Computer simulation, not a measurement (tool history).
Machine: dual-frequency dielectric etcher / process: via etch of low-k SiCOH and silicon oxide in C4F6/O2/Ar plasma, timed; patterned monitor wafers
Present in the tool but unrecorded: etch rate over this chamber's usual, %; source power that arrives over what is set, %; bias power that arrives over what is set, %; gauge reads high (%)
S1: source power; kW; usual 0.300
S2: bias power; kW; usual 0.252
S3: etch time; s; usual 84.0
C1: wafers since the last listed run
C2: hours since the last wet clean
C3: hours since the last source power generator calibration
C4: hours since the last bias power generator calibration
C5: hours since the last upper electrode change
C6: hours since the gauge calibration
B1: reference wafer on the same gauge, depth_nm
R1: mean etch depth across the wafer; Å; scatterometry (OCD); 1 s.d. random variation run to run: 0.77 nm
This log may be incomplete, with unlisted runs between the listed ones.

run	day	S1	S2	S3	C1	C2	C3	C4	C5	C6	B1	R1
1	0.000	0.250	0.252	84.0	0	261.4	4119.7	3332.1	5544.7	62.5	182.0	2049
2	1.275	0.250	0.252	84.0	245	292.0	4150.3	3362.7	5575.3	93.1	182.0	2045
3	2.617	0.250	0.252	84.0	258	324.2	4182.5	3394.9	5607.5	125.3	182.3	2045
4	3.554	0.300	0.252	84.0	180	346.7	4205.0	3417.4	5630.0	147.8	182.1	2191
5	4.762	0.300	0.252	84.0	232	375.7	4234.0	3446.4	5659.0	176.8	182.0	2194
6	5.775	0.300	0.252	84.0	195	400.0	4258.3	3470.7	5683.3	201.1	182.2	2189
7	6.554	0.300	0.252	84.0	150	418.7	4277.0	3489.4	5702.0	219.8	181.8	2178
8	7.192	0.300	0.204	84.0	122	434.0	4292.3	3504.7	5717.3	235.1	181.9	2104
9	7.842	0.300	0.204	84.0	125	449.6	4307.9	3520.3	5732.9	250.7	182.1	2107
10	9.721	0.300	0.252	84.0	362	494.7	4353.0	3565.4	5778.0	295.8	181.8	2192
# day 11.121: wet clean of the chamber
11	11.175	0.300	0.300	84.0	87	1.3	4387.9	3600.3	5812.9	330.7	182.1	2258
12	12.133	0.300	0.252	98.5	184	24.3	4410.9	3623.3	5835.9	353.7	181.9	2551
13	13.004	0.300	0.252	84.0	167	45.2	4431.8	3644.2	5856.8	374.6	181.9	2179
# day 14.075: source power generator calibrated
14	14.375	0.300	0.252	84.0	232	78.1	7.2	3677.1	5889.7	407.5	182.1	2172
15	15.092	0.300	0.252	108.5	138	95.3	24.4	3694.3	5906.9	424.7	181.8	2834
# day 15.600: gauge calibrated
# day 16.112: upper electrode replaced
16	16.521	0.300	0.284	84.0	82	129.6	58.7	3728.6	9.8	22.1	182.2	2231
17	17.938	0.300	0.252	84.0	273	163.6	92.7	3762.6	43.8	56.1	181.9	2192
18	18.533	0.300	0.252	84.0	114	177.9	107.0	3776.9	58.1	70.4	181.7	2183
# day 18.954: bias power generator calibrated
19	19.579	0.270	0.277	92.0	169	203.0	132.1	15.0	83.2	95.5	182.3	2338
20	20.396	0.300	0.197	84.0	157	222.6	151.7	34.6	102.8	115.1	182.0	2078
21	21.308	0.360	0.252	64.0	175	244.5	173.6	56.5	124.7	137.0	181.9	1769
22	22.342	0.300	0.252	84.0	199	269.3	198.4	81.3	149.5	161.8	182.0	2180
23	23.154	0.300	0.252	63.0	156	288.8	217.9	100.8	169.0	181.3	182.0	1650
24	25.788	0.300	0.268	99.0	507	352.0	281.1	164.0	232.2	244.5	181.9	2630
25	26.550	0.300	0.252	108.0	146	370.3	299.4	182.3	250.5	262.8	181.9	2808
26	27.796	0.260	0.252	84.0	240	400.2	329.3	212.2	280.4	292.7	182.0	2092

Alternative continuations, all from the tool just after run 26; predict every row:
A	27.812	0.300	0.252	84.0	3	400.6	329.7	212.6	280.8	293.1	?	?
B	27.812	0.250	0.271	67.5	3	400.6	329.7	212.6	280.8	293.1	?	?
C	27.812	0.340	0.252	74.0	3	400.6	329.7	212.6	280.8	293.1	?	?

run	B1	R1
A	181.9	2193
B	181.9	1679
C	181.9	2020
With no hidden state in the tool, these same runs would have given:
run	R1
A	2164
B	1656
C	1993

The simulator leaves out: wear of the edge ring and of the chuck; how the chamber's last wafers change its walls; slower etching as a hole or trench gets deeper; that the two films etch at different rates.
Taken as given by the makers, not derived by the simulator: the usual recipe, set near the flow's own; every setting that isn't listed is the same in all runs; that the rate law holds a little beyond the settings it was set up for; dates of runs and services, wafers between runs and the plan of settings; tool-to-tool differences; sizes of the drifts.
